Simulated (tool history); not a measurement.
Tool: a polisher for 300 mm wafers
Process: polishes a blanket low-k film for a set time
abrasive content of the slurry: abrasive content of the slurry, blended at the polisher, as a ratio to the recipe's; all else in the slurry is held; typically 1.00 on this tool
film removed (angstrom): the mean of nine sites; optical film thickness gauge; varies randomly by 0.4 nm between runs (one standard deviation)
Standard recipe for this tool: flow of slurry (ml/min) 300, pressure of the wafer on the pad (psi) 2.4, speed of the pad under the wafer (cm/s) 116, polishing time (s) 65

run   hour  flow of slurry (ml/min)  pressure of the wafer on the pad (psi)  speed of the pad under the wafer (cm/s)  abrasive content of the slurry  polishing time (s)  wafers since the last listed run  wafers polished on this pad  hours since the slurry nozzle was cleaned  hours since the head pressure was calibrated  hours since the slurry blender was calibrated  hours since the conditioning disc was replaced  incoming thickness of the incoming film, nm  film removed (angstrom)
  1    0.0                      300                                     2.4                                      140                            1.10                  65                                 0                         1114                                      242.6                                        1048.1                                          158.8                                           252.6                                        774.6                      483
      25.6  -- worn pad replaced by a new one
      33.1  -- slurry blender recalibrated
  2   60.3                      300                                     2.4                                      140                            1.10                  65                               302                          182                                      302.9                                        1108.4                                           27.2                                           312.9                                        760.1                      464
      86.3  -- slurry nozzle cleaned
  3  117.2                      300                                     2.4                                       86                            0.85                  65                               311                          494                                       30.9                                        1165.3                                           84.1                                           369.8                                        747.6                      300
     150.2  -- conditioning disc replaced and pad reconditioned
     204.7  -- worn pad replaced by a new one
  4  207.0                      300                                     2.4                                       86                            0.85                  65                               467                           12                                      120.7                                        1255.1                                          173.9                                            56.8                                        745.8                      299
     212.4  -- slurry blender recalibrated
  5  255.5                      300                                     2.4                                       86                            0.85                  65                               259                          272                                      169.2                                        1303.6                                           43.1                                           105.3                                        750.6                      288
  6  333.0                      300                                     2.4                                      116                            1.00                  65                               432                          704                                      246.7                                        1381.1                                          120.6                                           182.8                                        769.1                      388
     381.5  -- slurry nozzle cleaned
     387.1  -- worn pad replaced by a new one, of another model than before
  7  387.6                      300                                     2.4                                      116                            1.00                  65                               276                            2                                        6.1                                        1435.7                                          175.2                                           237.4                                        774.0                      416
     392.4  -- slurry blender recalibrated
     418.3  -- head pressure recalibrated
  8  419.9                      300                                     2.9                                      116                            1.00                  65                               157                          160                                       38.4                                           1.6                                           27.5                                           269.7                                        765.6                      485
     470.9  -- conditioning disc replaced and pad reconditioned
  9  505.2                      350                                     2.4                                      152                            0.70                  81                               464                          625                                      123.7                                          86.9                                          112.8                                            34.3                                        759.8                      479
     580.0  -- worn pad replaced by a new one
     596.5  -- slurry blender recalibrated
 10  606.9                      300                                     2.4                                       96                            1.00                  65                               533                          138                                      225.4                                         188.6                                           10.4                                           136.0                                        765.1                      343
 11  693.4                      300                                     2.2                                      116                            0.75                  65                               482                          621                                      311.9                                         275.1                                           96.9                                           222.5                                        762.8                      258
     751.2  -- slurry nozzle cleaned
     758.0  -- worn pad replaced by a new one
     784.0  -- conditioning disc replaced and pad reconditioned
     791.1  -- slurry blender recalibrated
 12  794.0                      300                                     2.4                                      116                            1.00                  65                               510                          178                                       42.8                                         375.7                                            2.9                                            10.0                                        754.9                      406
 13  865.2                      300                                     1.9                                      116                            1.00                  65                               397                          575                                      114.0                                         446.9                                           74.1                                            81.2                                        760.8                      317
 14  913.5                      300                                     2.4                                       86                            0.85                  65                               269                          845                                      162.3                                         495.2                                          122.4                                           129.5                                        755.6                      324

Forecast run 15:
     946.7  -- worn pad replaced by a new one
 15  969.9                      240                                     2.4                                       96                            1.00                  65                               292                          129                                      218.7                                         551.6                                          178.8                                           185.9                                        747.5                        ?

film removed (angstrom): 307
Had the tool carried no hidden state, the very same run would have given film removed (angstrom) 365.

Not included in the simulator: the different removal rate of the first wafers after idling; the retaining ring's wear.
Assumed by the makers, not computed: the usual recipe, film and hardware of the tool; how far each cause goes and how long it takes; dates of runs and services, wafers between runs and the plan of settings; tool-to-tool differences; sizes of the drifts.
